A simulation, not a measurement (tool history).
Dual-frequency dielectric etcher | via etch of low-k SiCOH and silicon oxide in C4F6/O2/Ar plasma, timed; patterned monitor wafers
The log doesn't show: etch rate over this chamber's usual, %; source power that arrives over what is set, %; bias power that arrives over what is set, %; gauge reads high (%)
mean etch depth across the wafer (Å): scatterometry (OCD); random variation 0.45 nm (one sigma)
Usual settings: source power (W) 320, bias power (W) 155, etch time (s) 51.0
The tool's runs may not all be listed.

run     day  source power (W)  bias power (W)  etch time (s)  wafers since the last listed run  hours since the last wet clean  hours since the last source power generator calibration  hours since the last bias power generator calibration  hours since the last upper electrode change  hours since the gauge calibration  read-back reference wafer on the same gauge, depth_nm  mean etch depth across the wafer (Å)
  1   0.000               320             155           51.0                                 0                           148.3                                                   3610.4                                                 1677.0                                       3950.0                               32.8                                                  112.1                                  1126
  2   1.458               320             155           51.0                               249                           183.3                                                   3645.4                                                 1712.0                                       3985.0                               67.8                                                  111.8                                  1125
  3   3.858               320             155           51.0                               411                           240.9                                                   3703.0                                                 1769.6                                       4042.6                              125.4                                                  111.9                                  1117
  4   6.054               320             155           51.0                               376                           293.6                                                   3755.7                                                 1822.3                                       4095.3                              178.1                                                  112.1                                  1111
  5   8.154               320             155           51.0                               359                           344.0                                                   3806.1                                                 1872.7                                       4145.7                              228.5                                                  111.9                                  1105
  6  10.979               320             155           51.0                               483                           411.8                                                   3873.9                                                 1940.5                                       4213.5                              296.3                                                  111.7                                  1100
     11.554  -- source power generator calibrated
  7  13.329               360             184           51.0                               373                           468.2                                                     42.6                                                 1996.9                                       4269.9                              352.7                                                  112.1                                  1191
  8  14.838               360             184           51.0                               258                           504.4                                                     78.8                                                 2033.1                                       4306.1                              388.9                                                  112.2                                  1180
  9  16.475               320             155           51.0                               280                           543.7                                                    118.1                                                 2072.4                                       4345.4                              428.2                                                  112.0                                  1077
     17.488  -- wet clean of the chamber
 10  18.171               320             155           39.0                               119                            16.4                                                    158.8                                                 2113.1                                       4386.1                              468.9                                                  112.2                                   875
     19.025  -- bias power generator calibrated
     19.796  -- upper electrode replaced, of another model than before
 11  20.942               320             155           60.0                               313                            82.9                                                    225.3                                                   46.0                                         27.5                              535.4                                                  112.1                                  1334
 12  23.154               380             140           51.0                               378                           136.0                                                    278.4                                                   99.1                                         80.6                              588.5                                                  112.1                                  1163
 13  25.129               340             141           37.5                               338                           183.4                                                    325.8                                                  146.5                                        128.0                              635.9                                                  112.1                                   811
     26.908  -- gauge calibrated
 14  29.925               320             155           51.0                               821                           298.5                                                    440.9                                                  261.6                                        243.1                               72.4                                                  112.1                                  1107
 15  32.900               320             155           51.0                               509                           369.9                                                    512.3                                                  333.0                                        314.5                              143.8                                                  112.0                                  1103
 16  34.562               390             155           60.0                               284                           409.8                                                    552.2                                                  372.9                                        354.4                              183.7                                                  112.0                                  1411
 17  37.254               340             186           44.5                               461                           474.4                                                    616.8                                                  437.5                                        419.0                              248.3                                                  112.2                                  1065
 18  38.262               360             184           51.0                               172                           498.6                                                    641.0                                                  461.7                                        443.2                              272.5                                                  112.1                                  1232

Some steps in mean etch depth across the wafer (Å) between neighbouring runs. How much of each would the tool show without its hidden state too (settings, what came in, random variation), and how much is left for the hidden state, with any gauge scatter that isn't in both results?
Run 9 -> 10: etch time (s) 51.0 -> 39.0, wet clean of the chamber. mean etch depth across the wafer (Å) -202: hidden state +48, all else -250.
Run 10 -> 11: etch time (s) 39.0 -> 60.0, bias power generator calibrated, upper electrode replaced, of another model than before. mean etch depth across the wafer (Å) +459: hidden state -8, all else +467.
